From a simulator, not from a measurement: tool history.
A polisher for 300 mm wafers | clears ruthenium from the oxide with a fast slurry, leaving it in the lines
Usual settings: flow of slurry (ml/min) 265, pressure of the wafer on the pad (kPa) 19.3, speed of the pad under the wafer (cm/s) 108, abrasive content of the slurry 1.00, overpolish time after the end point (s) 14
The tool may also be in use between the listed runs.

run   hour  flow of slurry (ml/min)  pressure of the wafer on the pad (kPa)  speed of the pad under the wafer (cm/s)  abrasive content of the slurry  overpolish time after the end point (s)  wafers since the last listed run  wafers polished on this pad  hours since the slurry nozzle was cleaned  hours since the head pressure was calibrated  hours since the slurry blender was calibrated  incoming thickness of the incoming film, nm  time until the end point was called (s)  dishing of a wide line in a test structure (angstrom)
  1    0.0                      290                                    19.3                                      108                            0.90                                       14                                 0                           63                                      620.0                                          11.8                                          238.8                                        278.0                                     84.5                                                    365
  2   12.1                      290                                    19.3                                      108                            0.90                                       14                               131                          194                                      632.1                                          23.9                                          250.9                                        283.2                                     82.5                                                    366
  3   23.7                      265                                    19.3                                      108                            1.00                                       14                               125                          320                                      643.7                                          35.5                                          262.5                                        276.4                                     80.0                                                    375
  4   39.6                      265                                    15.9                                      108                            1.00                                       14                               172                          493                                      659.6                                          51.4                                          278.4                                        280.8                                     95.1                                                    329
  5   53.5                      265                                    19.3                                      108                            1.00                                       14                               150                          643                                      673.5                                          65.3                                          292.3                                        278.2                                     84.1                                                    377
  6   68.0                      265                                    19.3                                      108                            1.00                                       14                               157                          801                                      688.0                                          79.8                                          306.8                                        283.7                                     84.3                                                    370
  7   85.2                      265                                    19.3                                      108                            1.00                                       16                               186                          987                                      705.2                                          97.0                                          324.0                                        281.0                                     82.8                                                    408
     107.7  -- worn pad replaced by a new one
  8  126.4                      265                                    19.3                                      108                            1.00                                       16                               403                          202                                      746.4                                         138.2                                          365.2                                        278.4                                     82.7                                                    414
  9  133.0                      265                                    19.3                                       96                            1.00                                       14                                71                          274                                      753.0                                         144.8                                          371.8                                        274.7                                     94.5                                                    323
 10  142.2                      190                                    19.3                                      108                            1.25                                       14                                99                          373                                      762.2                                         154.0                                          381.0                                        280.7                                     78.3                                                    385
     147.3  -- slurry nozzle cleaned
 11  159.9                      265                                    16.5                                      120                            1.00                                       14                               181                          554                                       12.6                                         171.7                                          398.7                                        277.3                                     81.7                                                    358
 12  170.7                      225                                    15.2                                      108                            1.00                                       14                               117                          672                                       23.4                                         182.5                                          409.5                                        283.0                                    105.7                                                    300
 13  177.0                      265                                    19.3                                      126                            1.00                                       14                                68                          740                                       29.7                                         188.8                                          415.8                                        283.4                                     71.2                                                    414
 14  185.5                      265                                    14.5                                      108                            1.00                                       14                                92                          832                                       38.2                                         197.3                                          424.3                                        275.0                                    103.1                                                    301
 15  199.4                      265                                    19.3                                      108                            1.15                                       14                               150                          983                                       52.1                                         211.2                                          438.2                                        280.8                                     75.9                                                    378
     204.3  -- worn pad replaced by a new one
 16  211.9                      265                                    19.3                                      108                            1.00                                        7                                92                           82                                       64.6                                         223.7                                          450.7                                        281.9                                     85.0                                                    193
 17  224.8                      265                                    25.5                                      108                            1.00                                       14                               139                          221                                       77.5                                         236.6                                          463.6                                        282.4                                     68.3                                                    432
     232.5  -- slurry blender recalibrated
 18  233.0                      190                                    19.3                                      108                            1.10                                       14                                67                          289                                       85.7                                         244.8                                            0.5                                        276.2                                     68.9                                                    425
 19  250.6                      265                                    19.3                                      108                            1.00                                       14                               190                          480                                      103.3                                         262.4                                           18.1                                        282.7                                     72.3                                                    412
 20  259.2                      265                                    17.2                                       86                            1.15                                       14                                93                          573                                      111.9                                         271.0                                           26.7                                        276.8                                     90.1                                                    330
 21  268.9                      265                                    19.3                                      108                            1.00                                       14                               105                          678                                      121.6                                         280.7                                           36.4                                        280.0                                     72.7                                                    407
 22  283.1                      265                                    19.3                                      108                            1.00                                       19                               154                          832                                      135.8                                         294.9                                           50.6                                        282.7                                     76.2                                                    536
 23  294.7                      265                                    13.8                                      108                            1.00                                       14                               125                          958                                      147.4                                         306.5                                           62.2                                        280.6                                     94.6                                                    328
     310.4  -- worn pad replaced by a new one
 24  310.9                      180                                    19.3                                      118                            1.15                                       20                               132                            4                                      163.6                                         322.7                                           78.4                                        278.2                                     68.2                                                    583
 25  319.1                      265                                    26.2                                      128                            0.80                                        7                                88                           93                                      171.8                                         330.9                                           86.6                                        279.2                                     56.1                                                    286
 26  328.0                      265                                    19.3                                       78                            1.00                                       14                                96                          190                                      180.7                                         339.8                                           95.5                                        279.6                                    106.4                                                    300
 27  341.7                      265                                    19.3                                      108                            1.00                                       14                               148                          339                                      194.4                                         353.5                                          109.2                                        280.5                                     76.1                                                    397
 28  358.9                      265                                    19.3                                      108                            1.00                                       11                               186                          525                                      211.6                                         370.7                                          126.4                                        279.5                                     74.3                                                    315
 29  370.6                      265                                    16.5                                      108                            1.10                                       14                               126                          652                                      223.3                                         382.4                                          138.1                                        276.9                                     82.2                                                    368

What the log doesn't show, run by run:
removal rate lost through wear of the pad, %: 0 in every run
slurry flow missing at the pad, %: 0 in every run
deviation of the head's pressure from its setpoint, %: 0 in every run
H1: abrasive missing from the slurry, %
run     H1
  1   29.1
  2   29.7
  3   30.2
  4   30.9
  5   31.5
  6     32
  7   32.6
  8   33.7
  9   33.9
 10   34.1
 11   34.5
 12   34.7
 13   34.8
 14   34.9
 15   35.2
 16   35.3
 17   35.5
 18  0.421
 19   4.13
 20   5.81
 21   7.59
 22     10
 23   11.9
 24   14.2
 25   15.3
 26   16.5
 27   18.1
 28     20
 29   21.2
